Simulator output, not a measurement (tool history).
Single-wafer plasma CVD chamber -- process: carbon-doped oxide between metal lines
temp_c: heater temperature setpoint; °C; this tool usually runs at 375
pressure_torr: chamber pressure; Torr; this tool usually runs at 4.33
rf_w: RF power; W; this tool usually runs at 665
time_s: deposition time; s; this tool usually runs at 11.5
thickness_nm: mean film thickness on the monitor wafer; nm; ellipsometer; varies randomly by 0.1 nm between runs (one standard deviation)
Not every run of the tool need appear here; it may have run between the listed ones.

run,hour,temp_c,pressure_torr,rf_w,time_s,"read-back reference wafer on the same gauge, thickness_nm",thickness_nm
1,0.0,386,4.33,665,11.5,64.893,64.710
2,16.0,386,4.33,665,11.5,64.886,64.654
3,33.2,386,4.33,665,11.5,64.894,64.602
4,49.7,375,4.33,665,11.5,64.920,65.750
5,56.5,375,4.33,665,11.5,64.871,65.822
6,69.8,375,4.33,665,11.5,64.923,65.894
7,76.4,375,4.33,665,13.3,64.898,75.995
8,92.6,375,4.33,665,13.3,64.941,75.961
9,105.4,375,4.33,665,11.5,64.883,65.987
10,111.6,375,4.33,665,11.5,64.852,65.935
11,128.8,375,4.33,555,10.8,64.862,57.932
12,135.4,375,5.31,580,11.5,64.892,64.657
# hour 146.8: thermocouple changed; heater temperature recalibrated
# hour 167.1: showerhead replaced, of another model than before
13,167.6,375,3.64,630,11.5,64.868,62.643
14,168.9,388,5.12,585,13.2,64.932,74.183
# hour 181.6: RF generator calibrated
15,216.2,369,4.33,665,11.5,64.932,68.968

Expected results for the next run?
# hour 233.6: capacitance manometer re-zeroed and calibrated
16,234.1,375,4.33,665,11.5,?,?

Run 16 gave read-back reference wafer on the same gauge, thickness_nm 64.937, thickness_nm 68.244 nm.
Were there no unlogged condition in the tool, this run, its random variation unchanged, would have produced thickness_nm 68.407 nm.
